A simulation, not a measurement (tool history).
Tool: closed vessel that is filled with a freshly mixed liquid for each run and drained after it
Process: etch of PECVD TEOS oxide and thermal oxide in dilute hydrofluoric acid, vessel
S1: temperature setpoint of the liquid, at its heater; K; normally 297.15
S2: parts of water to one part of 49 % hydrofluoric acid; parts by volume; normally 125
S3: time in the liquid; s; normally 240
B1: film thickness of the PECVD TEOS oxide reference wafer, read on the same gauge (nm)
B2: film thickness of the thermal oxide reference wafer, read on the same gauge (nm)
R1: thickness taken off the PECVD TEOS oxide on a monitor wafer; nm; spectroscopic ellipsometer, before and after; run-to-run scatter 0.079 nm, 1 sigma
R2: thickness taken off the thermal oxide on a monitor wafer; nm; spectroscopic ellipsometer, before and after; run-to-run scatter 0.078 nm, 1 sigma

run,hour,S1,S2,S3,B1,B2,R1,R2
1,0,297.15,125,145,150.03,50.01,14.17,4.65
2,54,297.15,125,240,150,49.99,23.41,7.74
3,88.7,297.15,125,240,150.01,50.03,23.29,7.89
4,153,297.15,125,240,150.02,50.01,23.38,7.68
# hour 177.2: thermometer replaced
# hour 185: hydrofluoric acid flow meter replaced
5,205,297.15,125,240,149.99,49.98,24.51,7.99
6,273.8,297.15,125,240,150,49.98,24.38,7.88
7,302.6,295.65,80,240,150.04,50,38.04,12.57
8,336,297.15,125,240,149.98,49.97,24.18,8.07
9,407,297.15,170,240,150,50.02,16.98,5.58
10,433.9,295.15,145,195,150,50,15.3,5.04
11,462.8,297.15,170,240,150.02,50.01,17.02,5.55
12,492.2,299.15,125,295,150.02,49.99,32.18,10.56
# hour 541: gauge calibrated
13,551.2,297.15,75,240,150.01,49.98,42.87,14.2
14,608.5,297.15,125,240,149.97,50.01,24.29,7.98
15,656.2,299.65,180,240,150.05,49.99,17.4,5.69
16,697.6,297.15,160,125,150.02,50,9.46,3.15
17,732.4,297.15,105,125,150.01,50.01,15.26,5.09
18,803.5,297.15,90,240,150,49.98,34.88,11.51
19,849.2,297.15,155,240,149.98,50.02,18.73,6.27
20,916.9,301.65,160,330,150.03,49.98,29.45,9.67
21,949.9,297.15,75,120,149.96,50.01,21.25,6.96
22,978,292.65,125,240,149.99,50.01,20.16,6.54
23,1017.3,300.65,125,240,150.02,49.99,27.47,9.13
24,1085.9,297.15,125,240,150,49.98,23.89,7.86
25,1120.3,297.15,125,240,149.99,50.02,24.02,7.86

5 ways to go on from here, each from the tool as it stands after run 25. What would each give?
A,1121,297.15,125,240,?,?,?,?
B,1121,298.65,125,240,?,?,?,?
C,1121,300.65,105,125,?,?,?,?
D,1121,299.65,180,110,?,?,?,?
E,1121,295.65,90,240,?,?,?,?

run,B1,B2,R1,R2
A,150.04,50.01,23.99,7.95
B,150.04,50.01,25.41,8.42
C,150.04,50.01,17.46,5.79
D,150.04,50.01,7.85,2.6
E,150.04,50.01,32.75,10.86
Stripped of hidden state, with their random variation kept, the same runs would have yielded:
run,R1,R2
A,24.54,8.14
B,26.01,8.62
C,17.86,5.92
D,8.05,2.67
E,33.49,11.1

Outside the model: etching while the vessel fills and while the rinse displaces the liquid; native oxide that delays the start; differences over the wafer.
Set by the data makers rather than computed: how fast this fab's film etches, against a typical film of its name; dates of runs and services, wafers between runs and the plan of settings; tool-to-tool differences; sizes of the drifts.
